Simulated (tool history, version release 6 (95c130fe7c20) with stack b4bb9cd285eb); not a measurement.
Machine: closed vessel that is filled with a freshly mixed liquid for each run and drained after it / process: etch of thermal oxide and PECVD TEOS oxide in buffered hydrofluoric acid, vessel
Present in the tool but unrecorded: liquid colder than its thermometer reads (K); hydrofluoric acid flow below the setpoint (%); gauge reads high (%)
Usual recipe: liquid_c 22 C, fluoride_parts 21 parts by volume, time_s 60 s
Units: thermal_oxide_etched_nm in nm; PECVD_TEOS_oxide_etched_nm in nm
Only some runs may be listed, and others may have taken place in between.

run	hour	liquid_c	fluoride_parts	time_s	wafers since the last listed run	hours since the thermometer was replaced	hours since the hydrofluoric acid flow meter was replaced	hours since the gauge calibration	read-back film thickness of the thermal oxide reference wafer, read on the same gauge (nm)	read-back film thickness of the PECVD TEOS oxide reference wafer, read on the same gauge (nm)	thermal_oxide_etched_nm	PECVD_TEOS_oxide_etched_nm
1	0	22	21	60	0	2701.5	1154.8	343.9	79.99	90.02	28.07	53.27
2	78	22	21	60	5942	2779.5	1232.8	421.9	79.97	89.99	28.16	53.5
# hour 107.3: gauge calibrated
3	123.9	22	21	60	3496	2825.4	1278.7	16.6	80	90	28.27	53.22
4	173.2	22	21	60	3755	2874.7	1328	65.9	80.02	90	28.48	53.1
5	222.3	22	21	60	3740	2923.8	1377.1	115	80	89.99	28.29	53.28
6	323.7	22	21	60	7725	3025.2	1478.5	216.4	80.01	90	28.11	53.44
7	407.3	22	21	60	6369	3108.8	1562.1	300	80	90	28.43	53.25
# hour 438: thermometer replaced
# hour 457.4: hydrofluoric acid flow meter replaced
8	473.1	18.5	25	60	4860	35.1	15.7	365.8	80	89.99	20.69	38.79
9	572.3	22	21	30	7557	134.3	114.9	465	80.01	90	14.08	26.73
10	632.7	22	15	60	4601	194.7	175.3	525.4	79.99	89.97	38.38	73.12
# hour 633.7: gauge calibrated
11	669.4	22	21	60	2796	231.4	212	35.7	80.01	90	27.85	53.53
12	723.1	22	21	90	4091	285.1	265.7	89.4	79.98	90	42.65	80.42
13	768.1	22	21	60	3428	330.1	310.7	134.4	80	90	28.05	53.88
14	830.6	20.5	28	85	4761	392.6	373.2	196.9	79.99	89.99	30.34	57.17

Forecast each of these 5 alternatives for the next run:
A	831.3	22	21	35	53	393.3	373.9	197.6	?	?	?	?
B	831.3	24	21	60	53	393.3	373.9	197.6	?	?	?	?
C	831.3	25.5	21	60	53	393.3	373.9	197.6	?	?	?	?
D	831.3	22	13	30	53	393.3	373.9	197.6	?	?	?	?
E	831.3	23.5	21	60	53	393.3	373.9	197.6	?	?	?	?

run	read-back film thickness of the thermal oxide reference wafer, read on the same gauge (nm)	read-back film thickness of the PECVD TEOS oxide reference wafer, read on the same gauge (nm)	thermal_oxide_etched_nm	PECVD_TEOS_oxide_etched_nm
A	80.01	90.01	16.37	30.89
B	80.01	90.01	31.34	59.13
C	80.01	90.01	34.01	64.17
D	80.01	90.01	22.18	41.85
E	80.01	90.01	30.49	57.53
Without the tool's unlogged condition, the same runs would have read:
run	thermal_oxide_etched_nm	PECVD_TEOS_oxide_etched_nm
A	16.37	30.89
B	31.34	59.13
C	34.01	64.17
D	22.18	41.85
E	30.49	57.53

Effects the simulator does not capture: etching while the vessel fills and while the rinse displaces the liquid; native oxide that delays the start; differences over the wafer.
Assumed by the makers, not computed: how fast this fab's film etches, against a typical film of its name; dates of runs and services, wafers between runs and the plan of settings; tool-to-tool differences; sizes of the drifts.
